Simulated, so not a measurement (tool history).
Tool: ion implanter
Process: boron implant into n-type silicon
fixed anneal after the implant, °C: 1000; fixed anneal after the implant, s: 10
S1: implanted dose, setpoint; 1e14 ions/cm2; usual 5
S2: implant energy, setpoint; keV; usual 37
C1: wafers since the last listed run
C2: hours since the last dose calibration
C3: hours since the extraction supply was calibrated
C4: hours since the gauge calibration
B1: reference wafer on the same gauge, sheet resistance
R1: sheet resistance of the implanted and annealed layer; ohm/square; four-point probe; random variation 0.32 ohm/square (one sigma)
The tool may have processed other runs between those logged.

run,hour,S1,S2,C1,C2,C3,C4,B1,R1
1,0,5,37,0,749.9,4485.2,852.2,194.15,212.95
2,103,5,37,1258,852.9,4588.2,955.2,194,213.08
3,120.5,5,37,213,870.4,4605.7,972.7,194.07,213.09
4,155,5,37,421,904.9,4640.2,1007.2,194.08,212.8
5,174.5,5,37,238,924.4,4659.7,1026.7,193.99,212.46
6,206.7,5,37,393,956.6,4691.9,1058.9,194.03,212.77
7,222,5,37,187,971.9,4707.2,1074.2,193.97,212.5
8,242,5,31.5,244,991.9,4727.2,1094.2,194.02,215.74
9,267.1,5,37,306,1017,4752.3,1119.3,194,212.94
10,279.1,5,37,146,1029,4764.3,1131.3,193.99,211.9
11,303.3,5,29.5,295,1053.2,4788.5,1155.5,193.97,216.65
# hour 320.2: Faraday cup replaced and dose calibrated
12,322.1,5,29.5,132,1.9,4807.3,1174.3,194,218.97
13,352.9,5,37,376,32.7,4838.1,1205.1,194.01,214.51
14,367.8,4,27,182,47.6,4853,1220,194.07,262.6
15,400.1,5.82,25.5,394,79.9,4885.3,1252.3,194.08,195.38
# hour 415.4: gauge calibrated
16,426.9,6.01,49,327,106.7,4912.1,11.5,194.1,181.51
17,457.6,6.43,48,375,137.4,4942.8,42.2,194.07,171.54
18,474.7,5,37,209,154.5,4959.9,59.3,194.09,213.56
19,487.1,5.68,32.5,151,166.9,4972.3,71.7,193.96,195.05
# hour 519.9: extraction supply calibrated
20,520.4,5,37,309,200.2,0.5,105,194.05,214.27
21,530.7,6.36,47.5,125,210.5,10.8,115.3,194.09,173.46
22,550.8,5,37,245,230.6,30.9,135.4,194.03,214.12
23,581.4,5.58,44,374,261.2,61.5,166,194.06,193.39
24,612.4,5,37,378,292.2,92.5,197,194.06,214.49
25,708.2,6.25,42,1170,388,188.3,292.8,194.15,177.27
26,736.1,5,37,341,415.9,216.2,320.7,193.95,213.98
27,769.7,5.88,28.5,410,449.5,249.8,354.3,194.04,191.97
28,801.9,4.2,24.5,393,481.7,282,386.5,194.06,254.41
29,830.1,6.44,37,344,509.9,310.2,414.7,194.04,173.97
30,855.8,5,37,314,535.6,335.9,440.4,194,213.35
31,886.8,5.83,25.5,378,566.6,366.9,471.4,194.06,193.97
32,910,5,37,283,589.8,390.1,494.6,194.08,213.81
33,941.8,5.58,37,388,621.6,421.9,526.4,193.95,195.29
34,1024.3,5,37,1008,704.1,504.4,608.9,193.99,213.01
35,1038.2,3.99,43,169,718,518.3,622.8,194.02,251.09
36,1066.2,3.76,33.5,342,746,546.3,650.8,194.01,269.4

Difference, measured minus no-hidden-state, one row per run. Run-to-run variation is common to both terms; the gauge's own scatter need not be:
Hidden conditions of the tool in this case: deviation of the true dose from the Faraday cup's reading, %; deviation of the true energy from its setpoint, %; gauge reads high (%).
run,R1
1,-1.47
2,-1.69
3,-1.73
4,-1.81
5,-1.84
6,-1.92
7,-1.94
8,-2.03
9,-2.05
10,-2.06
11,-2.18
12,+0.03
13,-0.03
14,-0.08
15,-0.13
16,-0.16
17,-0.22
18,-0.3
19,-0.31
20,-0.4
21,-0.34
22,-0.47
23,-0.48
24,-0.6
25,-0.68
26,-0.88
27,-0.88
28,-1.2
29,-0.9
30,-1.14
31,-1.13
32,-1.25
33,-1.22
34,-1.5
35,-1.75
36,-1.96
